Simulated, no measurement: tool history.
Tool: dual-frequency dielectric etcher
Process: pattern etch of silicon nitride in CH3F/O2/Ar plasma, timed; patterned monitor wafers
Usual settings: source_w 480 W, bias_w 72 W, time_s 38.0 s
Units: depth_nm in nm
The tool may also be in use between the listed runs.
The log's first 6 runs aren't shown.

run,hour,source_w,bias_w,time_s,"read-back reference wafer on the same gauge, depth_nm",depth_nm
7,334.3,480,72,38.0,31.69,29.02
8,382.8,480,72,38.0,31.71,28.55
9,421.2,480,72,38.0,31.70,28.85
10,509.5,480,72,38.0,31.68,28.69
# hour 570.0: wet clean of the chamber
11,595.7,480,72,38.0,31.67,28.73
12,666.1,400,86,38.0,31.70,30.17
# hour 675.2: bias power generator calibrated
# hour 690.6: upper electrode replaced
# hour 704.3: source power generator calibrated
13,738.5,400,72,32.5,31.69,22.96
14,791.2,550,72,38.0,31.68,29.20
15,892.6,480,72,38.0,31.72,28.23
16,998.4,580,58,38.0,31.71,26.78
# hour 1051.7: wet clean of the chamber
17,1052.2,520,67,31.5,31.72,23.16

Forecast run 18:
18,1108.7,480,72,38.0,?,?

{"run 18": {"read-back reference wafer on the same gauge, depth_nm": 31.65, "depth_nm": 28.39}}
Without the tool's hidden state the same run would have given depth_nm 28.15 nm.
